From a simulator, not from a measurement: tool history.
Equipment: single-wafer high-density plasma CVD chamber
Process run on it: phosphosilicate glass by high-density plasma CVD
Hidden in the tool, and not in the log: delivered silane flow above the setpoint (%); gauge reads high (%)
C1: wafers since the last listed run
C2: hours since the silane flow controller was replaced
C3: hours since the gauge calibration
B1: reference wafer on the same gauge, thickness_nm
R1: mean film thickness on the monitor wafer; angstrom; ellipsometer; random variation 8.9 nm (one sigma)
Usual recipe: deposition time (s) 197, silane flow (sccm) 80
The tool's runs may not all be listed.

run 1 hour=0.0 | deposition_time_(s)=197 silane_flow_(sccm)=80 | C1=0 C2=575.8 C3=469.4 | B1=1798.509 | R1=15256.64
run 2 hour=58.5 | deposition_time_(s)=197 silane_flow_(sccm)=80 | C1=442 C2=634.3 C3=527.9 | B1=1802.689 | R1=15089.05
run 3 hour=116.7 | deposition_time_(s)=197 silane_flow_(sccm)=80 | C1=440 C2=692.5 C3=586.1 | B1=1801.964 | R1=15209.90
run 4 hour=346.2 | deposition_time_(s)=197 silane_flow_(sccm)=80 | C1=1735 C2=922.0 C3=815.6 | B1=1803.241 | R1=14833.60
run 5 hour=389.5 | deposition_time_(s)=197 silane_flow_(sccm)=80 | C1=327 C2=965.3 C3=858.9 | B1=1798.429 | R1=15058.54
run 6 hour=497.3 | deposition_time_(s)=197 silane_flow_(sccm)=80 | C1=815 C2=1073.1 C3=966.7 | B1=1798.104 | R1=14853.11
run 7 hour=585.9 | deposition_time_(s)=197 silane_flow_(sccm)=80 | C1=670 C2=1161.7 C3=1055.3 | B1=1796.923 | R1=14732.10
run 8 hour=675.9 | deposition_time_(s)=176 silane_flow_(sccm)=80 | C1=680 C2=1251.7 C3=1145.3 | B1=1802.978 | R1=13176.61
run 9 hour=719.9 | deposition_time_(s)=206 silane_flow_(sccm)=80 | C1=332 C2=1295.7 C3=1189.3 | B1=1795.326 | R1=15511.06
run 10 hour=777.2 | deposition_time_(s)=206 silane_flow_(sccm)=80 | C1=433 C2=1353.0 C3=1246.6 | B1=1803.721 | R1=15455.10
run 11 hour=849.4 | deposition_time_(s)=197 silane_flow_(sccm)=80 | C1=546 C2=1425.2 C3=1318.8 | B1=1799.432 | R1=14695.39
run 12 hour=913.5 | deposition_time_(s)=197 silane_flow_(sccm)=80 | C1=484 C2=1489.3 C3=1382.9 | B1=1795.586 | R1=14740.64
run 13 hour=995.3 | deposition_time_(s)=197 silane_flow_(sccm)=80 | C1=618 C2=1571.1 C3=1464.7 | B1=1797.265 | R1=14593.15
run 14 hour=1098.9 | deposition_time_(s)=185 silane_flow_(sccm)=85 | C1=783 C2=1674.7 C3=1568.3 | B1=1793.950 | R1=14506.33

Run 15 has not been measured yet. What should we expect?
run 15 hour=1157.1 | deposition_time_(s)=183 silane_flow_(sccm)=94 | C1=440 C2=1732.9 C3=1626.5 | B1=? | R1=?

Run 15 came out at B1 1797.850, R1 15469.47 angstrom.
On a tool with no hidden condition, and with the same random variation, this run would have come out at R1 16057.99 angstrom.
